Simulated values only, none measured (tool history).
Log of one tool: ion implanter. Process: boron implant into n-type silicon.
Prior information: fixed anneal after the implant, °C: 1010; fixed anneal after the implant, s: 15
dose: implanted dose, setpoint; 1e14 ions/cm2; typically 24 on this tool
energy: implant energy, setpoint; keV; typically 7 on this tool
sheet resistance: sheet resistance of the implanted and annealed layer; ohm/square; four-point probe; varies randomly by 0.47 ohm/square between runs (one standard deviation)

run,hour,dose,energy,"read-back reference wafer on the same gauge, sheet resistance",sheet resistance
1,0,24,8,119,126.41
2,13.2,24,7,118.96,136.47
3,20.6,24,7,119.06,136.23
4,35.8,29.25,8,118.97,123.52
# hour 40.9: gauge calibrated
5,45.3,29.25,8,118.97,123.21
6,53.8,24,7,119.01,136.8
7,67.2,24,7,119,135.74
8,75.3,19.47,8.5,118.97,125.86
# hour 88.2: extraction supply calibrated
9,93,19.02,6.5,119.02,143.89
# hour 101.9: Faraday cup replaced and dose calibrated
10,104.2,29.25,8,118.94,123.79
11,110.8,24,7,118.98,136.21
# hour 114.9: gauge calibrated
12,126.6,24,7,119.06,135.62
13,133.9,16.86,5,118.99,165.94
14,150.4,24,5.5,118.98,153.38
15,163.7,24,8.5,119.02,122

Forecast each of these 3 alternatives for the next run:
A,164.1,24,5,?,?
B,164.1,28.74,8.5,?,?
C,164.1,30.62,5,?,?

run,"read-back reference wafer on the same gauge, sheet resistance",sheet resistance
A,119.02,162.33
B,119.02,120.51
C,119.02,159.83
Without the tool's unlogged condition, the same runs would have read:
run,sheet resistance
A,162.33
B,120.51
C,159.83

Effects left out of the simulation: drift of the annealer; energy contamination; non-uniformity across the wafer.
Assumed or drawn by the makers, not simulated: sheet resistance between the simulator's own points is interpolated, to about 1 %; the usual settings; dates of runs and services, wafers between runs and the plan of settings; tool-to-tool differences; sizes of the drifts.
